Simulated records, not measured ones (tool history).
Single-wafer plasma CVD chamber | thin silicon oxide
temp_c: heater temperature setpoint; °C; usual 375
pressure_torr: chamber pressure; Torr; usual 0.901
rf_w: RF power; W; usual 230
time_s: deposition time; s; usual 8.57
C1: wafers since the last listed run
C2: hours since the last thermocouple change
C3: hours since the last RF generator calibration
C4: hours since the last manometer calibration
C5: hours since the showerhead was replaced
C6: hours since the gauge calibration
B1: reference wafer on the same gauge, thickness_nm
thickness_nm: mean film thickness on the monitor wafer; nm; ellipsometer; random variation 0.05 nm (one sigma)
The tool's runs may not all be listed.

run 1 hour=0.0 | temp_c=386 pressure_torr=0.901 rf_w=230 time_s=8.57 | C1=0 C2=1987.7 C3=1229.0 C4=363.0 C5=3185.3 C6=239.1 | B1=16.891 | thickness_nm=14.930
run 2 hour=41.6 | temp_c=386 pressure_torr=0.901 rf_w=230 time_s=8.57 | C1=1666 C2=2029.3 C3=1270.6 C4=404.6 C5=3226.9 C6=280.7 | B1=16.904 | thickness_nm=14.879
run 3 hour=116.7 | temp_c=386 pressure_torr=0.901 rf_w=230 time_s=8.57 | C1=3009 C2=2104.4 C3=1345.7 C4=479.7 C5=3302.0 C6=355.8 | B1=16.913 | thickness_nm=14.944
run 4 hour=158.8 | temp_c=375 pressure_torr=0.901 rf_w=230 time_s=9.83 | C1=1686 C2=2146.5 C3=1387.8 C4=521.8 C5=3344.1 C6=397.9 | B1=16.907 | thickness_nm=17.384
run 5 hour=222.4 | temp_c=375 pressure_torr=0.901 rf_w=230 time_s=9.83 | C1=2548 C2=2210.1 C3=1451.4 C4=585.4 C5=3407.7 C6=461.5 | B1=16.902 | thickness_nm=17.289
run 6 hour=304.2 | temp_c=375 pressure_torr=0.901 rf_w=230 time_s=9.34 | C1=3277 C2=2291.9 C3=1533.2 C4=667.2 C5=3489.5 C6=543.3 | B1=16.917 | thickness_nm=16.432
run 7 hour=381.5 | temp_c=375 pressure_torr=0.901 rf_w=230 time_s=9.67 | C1=3097 C2=2369.2 C3=1610.5 C4=744.5 C5=3566.8 C6=620.6 | B1=16.904 | thickness_nm=17.006
-- hour=455.9 showerhead replaced
-- hour=486.1 RF generator calibrated
run 8 hour=486.6 | temp_c=371 pressure_torr=0.703 rf_w=230 time_s=8.57 | C1=3570 C2=2474.3 C3=0.5 C4=849.6 C5=30.7 C6=725.7 | B1=16.904 | thickness_nm=11.537
run 9 hour=536.8 | temp_c=375 pressure_torr=0.901 rf_w=230 time_s=9.78 | C1=2011 C2=2524.5 C3=50.7 C4=899.8 C5=80.9 C6=775.9 | B1=16.894 | thickness_nm=17.184
-- hour=614.0 thermocouple changed; heater temperature recalibrated
run 10 hour=636.8 | temp_c=375 pressure_torr=0.901 rf_w=230 time_s=8.57 | C1=3686 C2=22.8 C3=150.7 C4=999.8 C5=180.9 C6=875.9 | B1=16.902 | thickness_nm=15.069
-- hour=652.5 gauge calibrated
run 11 hour=689.1 | temp_c=365 pressure_torr=0.995 rf_w=195 time_s=7.32 | C1=2095 C2=75.1 C3=203.0 C4=1052.1 C5=233.2 C6=36.6 | B1=16.882 | thickness_nm=12.245
-- hour=773.8 capacitance manometer re-zeroed and calibrated
run 12 hour=794.8 | temp_c=375 pressure_torr=0.901 rf_w=275 time_s=8.57 | C1=3914 C2=180.8 C3=308.7 C4=21.0 C5=338.9 C6=142.3 | B1=16.878 | thickness_nm=17.101
run 13 hour=888.7 | temp_c=375 pressure_torr=0.901 rf_w=230 time_s=8.57 | C1=3762 C2=274.7 C3=402.6 C4=114.9 C5=432.8 C6=236.2 | B1=16.891 | thickness_nm=15.121
run 14 hour=992.8 | temp_c=384 pressure_torr=0.698 rf_w=195 time_s=9.80 | C1=4171 C2=378.8 C3=506.7 C4=219.0 C5=536.9 C6=340.3 | B1=16.905 | thickness_nm=11.126

The tool's hidden state at each run:
wafer temperature above the value expected at the setpoint (K): 0 in every run
delivered RF power above the setpoint (%): 0 in every run
true pressure above the setpoint (%): 0 in every run
gauge reads high (%): 0 in every run
